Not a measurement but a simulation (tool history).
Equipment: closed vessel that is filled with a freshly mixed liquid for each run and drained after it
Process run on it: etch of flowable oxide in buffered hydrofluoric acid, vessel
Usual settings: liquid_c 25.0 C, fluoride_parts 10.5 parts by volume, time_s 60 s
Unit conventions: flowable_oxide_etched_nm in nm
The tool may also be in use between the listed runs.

run,hour,liquid_c,fluoride_parts,time_s,"read-back film thickness of the flowable oxide reference wafer, read on the same gauge (nm)",flowable_oxide_etched_nm
1,0.0,25.0,10.5,60,59.96,122.30
2,100.5,25.0,10.5,60,60.01,123.78
3,161.1,25.0,10.5,60,59.99,125.00
4,247.3,25.0,10.5,60,60.00,121.51
5,330.8,25.0,8.5,50,60.01,120.49
6,371.1,27.0,10.5,60,59.99,135.60
7,446.9,27.0,10.5,60,59.98,136.02
8,491.5,25.0,10.5,60,60.00,124.25
9,580.2,25.0,7.0,70,60.01,207.11
10,630.8,25.0,7.5,70,59.99,195.45
11,733.4,27.0,10.5,60,59.96,135.08
# hour 752.1: gauge calibrated
12,901.6,23.0,10.5,60,60.00,109.98
13,988.0,25.0,10.5,60,59.99,123.86
# hour 1030.3: hydrofluoric acid flow meter replaced
14,1093.0,25.0,8.5,80,60.00,193.85
15,1138.3,25.0,12.5,40,60.00,69.25
16,1199.5,22.0,10.5,35,60.00,60.50
17,1296.8,28.0,10.5,60,59.99,143.22
# hour 1345.6: thermometer replaced
18,1393.8,22.0,11.5,35,60.02,55.13
19,1487.9,27.5,10.5,60,60.01,139.49
20,1551.6,29.0,7.5,90,59.97,313.73
21,1642.7,25.0,12.5,90,60.00,156.51
22,1704.9,26.5,10.5,60,60.00,133.66
23,1797.4,23.5,7.0,60,60.01,167.85
# hour 1886.7: hydrofluoric acid flow meter replaced
24,1902.8,21.5,8.0,30,60.03,64.64
25,1992.6,25.0,10.5,95,59.99,192.98
26,2061.4,25.0,10.5,85,60.00,174.29
27,2124.6,25.0,13.0,40,60.00,67.03
28,2179.5,27.5,10.5,30,60.02,69.10
29,2259.7,27.5,10.5,85,60.00,199.65
30,2349.6,22.5,9.5,60,60.00,113.96
31,2443.2,25.0,10.5,60,60.00,123.31
32,2527.9,27.0,10.5,50,59.98,116.00

5 options for the next run, each taken on its own from the tool as it stands now. Forecast them:
A,2528.6,25.0,10.5,60,?,?
B,2528.6,21.0,12.0,60,?,?
C,2528.6,25.0,8.5,60,?,?
D,2528.6,25.0,9.5,60,?,?
E,2528.6,22.0,13.5,30,?,?

run,"read-back film thickness of the flowable oxide reference wafer, read on the same gauge (nm)",flowable_oxide_etched_nm
A,60.03,122.17
B,60.03,86.10
C,60.03,145.64
D,60.03,132.31
E,60.03,40.55
Had the tool no hidden state, the same runs would have come out as:
run,flowable_oxide_etched_nm
A,122.17
B,86.10
C,145.64
D,132.31
E,40.55

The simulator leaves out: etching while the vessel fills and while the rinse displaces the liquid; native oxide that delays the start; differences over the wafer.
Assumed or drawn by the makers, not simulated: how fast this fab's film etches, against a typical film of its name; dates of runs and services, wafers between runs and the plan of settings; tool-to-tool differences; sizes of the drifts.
